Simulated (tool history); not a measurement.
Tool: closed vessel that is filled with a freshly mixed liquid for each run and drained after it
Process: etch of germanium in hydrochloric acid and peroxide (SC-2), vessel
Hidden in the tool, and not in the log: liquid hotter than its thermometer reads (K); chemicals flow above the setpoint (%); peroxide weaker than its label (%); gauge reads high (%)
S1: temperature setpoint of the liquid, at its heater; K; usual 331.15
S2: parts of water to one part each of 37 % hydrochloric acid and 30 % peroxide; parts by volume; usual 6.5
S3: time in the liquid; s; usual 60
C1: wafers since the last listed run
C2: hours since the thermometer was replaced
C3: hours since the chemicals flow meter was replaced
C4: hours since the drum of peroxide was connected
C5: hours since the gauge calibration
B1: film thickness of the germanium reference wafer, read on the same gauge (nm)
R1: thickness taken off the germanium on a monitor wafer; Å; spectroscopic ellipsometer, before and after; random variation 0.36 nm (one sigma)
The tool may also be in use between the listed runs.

| run | hour | S1 | S2 | S3 | C1 | C2 | C3 | C4 | C5 | B1 | R1 |
|---|---|---|---|---|---|---|---|---|---|---|---|
| 1 | 0 | 331.15 | 6.5 | 60 | 0 | 1749 | 1009.8 | 335.7 | 324.5 | 129.97 | 1862.2 |
| 2 | 71.8 | 331.15 | 6.5 | 60 | 9522 | 1820.8 | 1081.6 | 407.5 | 396.3 | 129.98 | 1867.4 |
|  | 122.8 | new drum of peroxide connected |
| 3 | 147.9 | 331.15 | 6.5 | 60 | 9960 | 1896.9 | 1157.7 | 25.1 | 472.4 | 130.01 | 1881.3 |
| 4 | 221.1 | 331.15 | 6.5 | 60 | 9708 | 1970.1 | 1230.9 | 98.3 | 545.6 | 129.99 | 1874.9 |
| 5 | 292.5 | 329.15 | 6.5 | 60 | 9469 | 2041.5 | 1302.3 | 169.7 | 617 | 130.03 | 1769.1 |
| 6 | 351.2 | 329.15 | 6.5 | 60 | 7785 | 2100.2 | 1361 | 228.4 | 675.7 | 129.98 | 1768 |
|  | 367 | chemicals flow meter replaced |
|  | 374.4 | gauge calibrated |
| 7 | 444.3 | 329.15 | 6.5 | 60 | 12215 | 2193.3 | 77.3 | 321.5 | 69.9 | 130.01 | 1771.5 |
| 8 | 483.6 | 335.65 | 6.5 | 60 | 5212 | 2232.6 | 116.6 | 360.8 | 109.2 | 130 | 2152.4 |
|  | 532.7 | new drum of peroxide connected |
| 9 | 584.3 | 325.15 | 4 | 40 | 13223 | 2333.3 | 217.3 | 51.6 | 209.9 | 129.99 | 1070.6 |
| 10 | 647 | 323.15 | 8.5 | 45 | 8315 | 2396 | 280 | 114.3 | 272.6 | 130.04 | 1091.5 |
| 11 | 699.7 | 327.65 | 8.5 | 50 | 6989 | 2448.7 | 332.7 | 167 | 325.3 | 129.99 | 1387.3 |
|  | 713.8 | thermometer replaced |
| 12 | 750.5 | 331.15 | 6.5 | 60 | 6605 | 36.7 | 383.5 | 217.8 | 376.1 | 130.03 | 1811.6 |
| 13 | 849.4 | 331.15 | 6.5 | 60 | 13117 | 135.6 | 482.4 | 316.7 | 475 | 130 | 1804.5 |
| 14 | 887 | 341.15 | 5.5 | 75 | 4986 | 173.2 | 520 | 354.3 | 512.6 | 129.97 | 3065.2 |
| 15 | 949.2 | 337.15 | 8.5 | 35 | 8249 | 235.4 | 582.2 | 416.5 | 574.8 | 130.01 | 1232.4 |
|  | 989.7 | new drum of peroxide connected |
|  | 1021.8 | gauge calibrated |
| 16 | 1079.2 | 331.15 | 4.5 | 75 | 17109 | 365.4 | 712.2 | 89.5 | 57.4 | 130.01 | 2313.7 |

The tool's hidden state at each run:
chemicals flow above the setpoint (%): 0 in every run
gauge reads high (%): 0 in every run
H1: liquid hotter than its thermometer reads (K)
H2: peroxide weaker than its label (%)
| run | H1 | H2 |
|---|---|---|
| 1 | 1.1 | 6.45 |
| 2 | 1.14 | 7.64 |
| 3 | 1.18 | 0.907 |
| 4 | 1.22 | 2.12 |
| 5 | 1.26 | 3.31 |
| 6 | 1.3 | 4.28 |
| 7 | 1.35 | 5.83 |
| 8 | 1.37 | 6.48 |
| 9 | 1.43 | 1.06 |
| 10 | 1.47 | 2.1 |
| 11 | 1.5 | 2.97 |
| 12 | 0.0346 | 3.82 |
| 13 | 0.0913 | 5.46 |
| 14 | 0.113 | 6.09 |
| 15 | 0.148 | 7.12 |
| 16 | 0.223 | 2.24 |
